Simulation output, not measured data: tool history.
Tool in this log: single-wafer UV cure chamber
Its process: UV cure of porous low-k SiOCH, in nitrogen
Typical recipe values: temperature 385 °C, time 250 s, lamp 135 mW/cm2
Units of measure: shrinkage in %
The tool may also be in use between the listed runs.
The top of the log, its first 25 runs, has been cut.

| run | hour | temperature | time | lamp | shrinkage |
|---|---|---|---|---|---|
| 26 | 569.0 | 385 | 140 | 135 | 11.614 |
| 27 | 599.0 | 377 | 200 | 135 | 13.050 |
| 28 | 630.0 | 376 | 180 | 135 | 12.462 |
| 29 | 648.3 | 385 | 250 | 135 | 14.359 |
| 30 | 673.8 | 379 | 165 | 113 | 11.331 |
|  | 700.3 | quartz window cleaned |
| 31 | 700.8 | 396 | 250 | 135 | 14.544 |
| 32 | 709.3 | 385 | 250 | 155 | 14.570 |
| 33 | 731.4 | 394 | 200 | 135 | 13.233 |
| 34 | 765.9 | 385 | 385 | 135 | 16.219 |
| 35 | 798.3 | 377 | 250 | 154 | 14.595 |
| 36 | 828.5 | 385 | 250 | 135 | 14.255 |
| 37 | 863.4 | 385 | 250 | 135 | 14.052 |
| 38 | 884.7 | 372 | 250 | 135 | 13.712 |
| 39 | 911.1 | 385 | 200 | 135 | 12.773 |
| 40 | 946.6 | 385 | 160 | 166 | 12.534 |
| 41 | 965.0 | 401 | 365 | 116 | 15.495 |
| 42 | 998.6 | 385 | 250 | 112 | 12.744 |
| 43 | 1026.5 | 385 | 355 | 135 | 15.592 |
| 44 | 1054.2 | 375 | 310 | 174 | 15.793 |

Here are 5 independent what-if runs from the current tool condition. What would each one return?
| A | 1054.7 | 369 | 250 | 135 | ? |
| B | 1054.7 | 403 | 395 | 135 | ? |
| C | 1054.7 | 385 | 375 | 100 | ? |
| D | 1054.7 | 385 | 140 | 117 | ? |
| E | 1054.7 | 385 | 250 | 163 | ? |

| run | shrinkage |
|---|---|
| A | 13.519 |
| B | 16.536 |
| C | 14.376 |
| D | 10.350 |
| E | 14.797 |
Without the tool's unlogged condition, the same runs would have read:
| run | shrinkage |
|---|---|
| A | 14.536 |
| B | 17.589 |
| C | 15.407 |
| D | 11.311 |
| E | 15.833 |
